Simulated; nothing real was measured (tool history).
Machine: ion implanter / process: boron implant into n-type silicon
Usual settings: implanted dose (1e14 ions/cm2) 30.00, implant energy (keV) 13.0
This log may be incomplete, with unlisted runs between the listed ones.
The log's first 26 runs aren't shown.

run,day,implanted dose (1e14 ions/cm2),implant energy (keV),"read-back reference wafer on the same gauge, sheet resistance",sheet resistance of the implanted and annealed layer (ohm/square)
27,59.446,30.00,11.5,89.10,80.93
28,62.117,36.09,13.0,89.27,73.68
29,64.050,36.45,13.0,89.22,73.46
30,65.771,30.00,13.0,89.01,75.63
31,68.062,30.00,13.0,89.06,75.81
32,69.888,38.10,17.5,89.18,61.98
33,71.333,36.07,17.5,89.33,62.52
34,72.450,32.48,13.0,89.17,74.66
35,74.933,26.86,13.0,89.36,77.85
36,77.450,38.96,12.0,89.15,76.42
37,78.462,32.54,11.5,89.18,80.16

4 ways to go on from here, each from the tool as it stands after run 37. What would each give?
A,78.479,30.00,13.0,?,?
B,78.479,25.07,16.0,?,?
C,78.479,25.14,10.5,?,?
D,78.479,23.48,9.0,?,?

run,"read-back reference wafer on the same gauge, sheet resistance",sheet resistance of the implanted and annealed layer (ohm/square)
A,89.22,75.52
B,89.22,71.63
C,89.22,88.30
D,89.22,97.38
Had the tool no hidden state, the same runs would have come out as:
run,sheet resistance of the implanted and annealed layer (ohm/square)
A,76.91
B,72.64
C,89.88
D,99.08
